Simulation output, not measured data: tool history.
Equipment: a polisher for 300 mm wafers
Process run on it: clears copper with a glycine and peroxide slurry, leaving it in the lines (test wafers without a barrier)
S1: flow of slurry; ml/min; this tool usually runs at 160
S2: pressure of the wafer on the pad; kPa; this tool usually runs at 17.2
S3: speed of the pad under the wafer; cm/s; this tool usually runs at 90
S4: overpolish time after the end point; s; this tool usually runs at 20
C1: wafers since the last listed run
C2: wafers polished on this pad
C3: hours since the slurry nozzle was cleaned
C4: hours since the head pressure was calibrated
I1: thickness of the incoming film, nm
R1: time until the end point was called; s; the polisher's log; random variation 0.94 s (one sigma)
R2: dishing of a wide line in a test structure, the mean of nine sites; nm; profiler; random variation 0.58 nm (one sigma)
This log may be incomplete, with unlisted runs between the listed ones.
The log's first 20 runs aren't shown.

| run | day | S1 | S2 | S3 | S4 | C1 | C2 | C3 | C4 | I1 | R1 | R2 |
|---|---|---|---|---|---|---|---|---|---|---|---|---|
| 21 | 47.688 | 190 | 17.2 | 76 | 20 | 420 | 3332 | 203.7 | 317 | 341.2 | 72 | 49.2 |
|  | 49.417 | worn pad replaced by a new one |
| 22 | 50.338 | 160 | 21.4 | 90 | 20 | 595 | 220 | 267.3 | 380.6 | 342.4 | 53.9 | 56.7 |
| 23 | 52.588 | 160 | 17.2 | 90 | 20 | 539 | 759 | 321.3 | 434.6 | 339.3 | 64.7 | 52 |
| 24 | 54.692 | 160 | 17.2 | 104 | 20 | 504 | 1263 | 371.8 | 485.1 | 337.6 | 55.1 | 53.3 |
| 25 | 56.512 | 160 | 17.2 | 90 | 26 | 436 | 1700 | 415.5 | 528.8 | 343 | 64.4 | 58.7 |
| 26 | 58.471 | 160 | 17.2 | 90 | 13 | 469 | 2169 | 462.5 | 575.8 | 338.6 | 64 | 39.9 |
| 27 | 59.542 | 195 | 11 | 68 | 14 | 256 | 2426 | 488.2 | 601.5 | 343.5 | 104.8 | 30.5 |
| 28 | 60.9 | 130 | 22.1 | 90 | 12 | 325 | 2751 | 520.8 | 634.1 | 344.6 | 54.6 | 42.2 |
| 29 | 62.442 | 160 | 11 | 106 | 20 | 369 | 3121 | 557.8 | 671.1 | 338.2 | 77.2 | 45.4 |
| 30 | 63.883 | 160 | 17.2 | 90 | 20 | 345 | 3466 | 592.4 | 705.7 | 340.5 | 64.8 | 51.3 |
|  | 65.583 | worn pad replaced by a new one |
|  | 65.925 | slurry nozzle cleaned |
| 31 | 66.788 | 185 | 13.8 | 62 | 26 | 646 | 278 | 20.7 | 775.4 | 338.8 | 97.6 | 49.6 |
| 32 | 68.708 | 160 | 17.2 | 80 | 20 | 460 | 738 | 66.8 | 821.5 | 341.1 | 71.3 | 49.4 |
| 33 | 70.975 | 105 | 11.7 | 90 | 20 | 543 | 1282 | 121.2 | 875.9 | 341.7 | 89.2 | 42.9 |
| 34 | 72.979 | 160 | 17.2 | 108 | 28 | 480 | 1762 | 169.3 | 924 | 343.3 | 56 | 64.3 |
| 35 | 77.804 | 160 | 17.2 | 90 | 20 | 1156 | 2918 | 285.1 | 1039.8 | 339.8 | 65.6 | 51.5 |

What if the next run were any one of these 3? Each begins from the tool's condition after run 35:
| A | 77.825 | 115 | 17.2 | 90 | 20 | 4 | 2923 | 285.6 | 1040.3 | 337.2 | ? | ? |
| B | 77.825 | 140 | 17.2 | 90 | 30 | 4 | 2923 | 285.6 | 1040.3 | 337.2 | ? | ? |
| C | 77.825 | 140 | 22.1 | 68 | 20 | 4 | 2923 | 285.6 | 1040.3 | 337.2 | ? | ? |

| run | R1 | R2 |
|---|---|---|
| A | 65.3 | 51.5 |
| B | 63.5 | 62.9 |
| C | 66.1 | 52.3 |
The same runs, with their run-to-run variation unchanged, on a tool lacking any hidden condition would have given:
| run | R1 | R2 |
|---|---|---|
| A | 65.3 | 51.5 |
| B | 63.5 | 62.9 |
| C | 66.1 | 52.3 |
